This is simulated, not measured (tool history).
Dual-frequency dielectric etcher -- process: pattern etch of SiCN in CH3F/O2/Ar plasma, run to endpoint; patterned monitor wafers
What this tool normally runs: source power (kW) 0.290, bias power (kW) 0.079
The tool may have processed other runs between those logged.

run      day  source power (kW)  bias power (kW)  incoming incoming film thickness, nm  endpoint time (s)
  1    0.000              0.290            0.079                                 12.68               41.5
  2    3.983              0.290            0.079                                 12.53               40.6
  3    7.325              0.290            0.079                                 12.62               40.8
  4   10.883              0.290            0.079                                 12.61               39.9
  5   12.467              0.290            0.079                                 12.61               40.0
  6   15.308              0.290            0.079                                 12.56               39.8
  7   17.704              0.290            0.079                                 12.65               40.4
  8   21.308              0.290            0.079                                 12.61               40.3
      24.833  -- wet clean of the chamber
  9   25.421              0.290            0.079                                 12.60               40.7
 10   28.825              0.290            0.079                                 12.55               40.5
 11   33.054              0.290            0.079                                 12.62               41.1
 12   37.458              0.290            0.079                                 12.49               39.9
 13   40.517              0.290            0.079                                 12.55               40.0
 14   43.738              0.290            0.079                                 12.65               40.3
 15   47.583              0.350            0.061                                 12.44               42.9
      49.450  -- upper electrode replaced
 16   50.112              0.320            0.085                                 12.58               37.0
 17   52.071              0.240            0.072                                 12.66               43.9
 18   54.662              0.360            0.098                                 12.38               32.7
      57.008  -- bias power generator calibrated
 19   57.167              0.290            0.079                                 12.54               39.0
      57.971  -- source power generator calibrated
      58.971  -- wet clean of the chamber
 20   60.471              0.250            0.068                                 12.68               45.8
 21   62.358              0.310            0.070                                 12.59               42.1
 22   66.554              0.250            0.064                                 12.59               47.0
 23   70.896              0.260            0.065                                 12.52               45.8
 24   73.004              0.290            0.071                                 12.64               42.8
 25   76.062              0.260            0.068                                 12.68               44.6
 26   78.321              0.290            0.079                                 12.65               40.3
 27   81.483              0.290            0.079                                 12.49               39.5
 28   83.450              0.290            0.085                                 12.62               38.2
 29   85.412              0.310            0.079                                 12.54               38.4
      87.650  -- wet clean of the chamber
 30   89.042              0.290            0.079                                 12.61               40.2
 31   93.038              0.290            0.091                                 12.49               36.8
 32   95.492              0.320            0.060                                 12.53               45.0
 33  106.829              0.320            0.098                                 12.65               34.6
 34  108.758              0.220            0.073                                 12.63               44.7
 35  111.554              0.290            0.079                                 12.65               39.9
     113.888  -- wet clean of the chamber
 36  115.871              0.260            0.069                                 12.56               44.7

What if the next run were any one of these 3? Each begins from the tool's condition after run 36:
  A  115.888              0.290            0.061                                 12.48                  ?
  B  115.888              0.290            0.067                                 12.48                  ?
  C  115.888              0.230            0.061                                 12.48                  ?

run  endpoint time (s)
  A               46.2
  B               44.0
  C               49.2
Take away the tool's hidden state, keep each run's random variation, and the runs would have read:
run  endpoint time (s)
  A               46.0
  B               43.8
  C               49.0
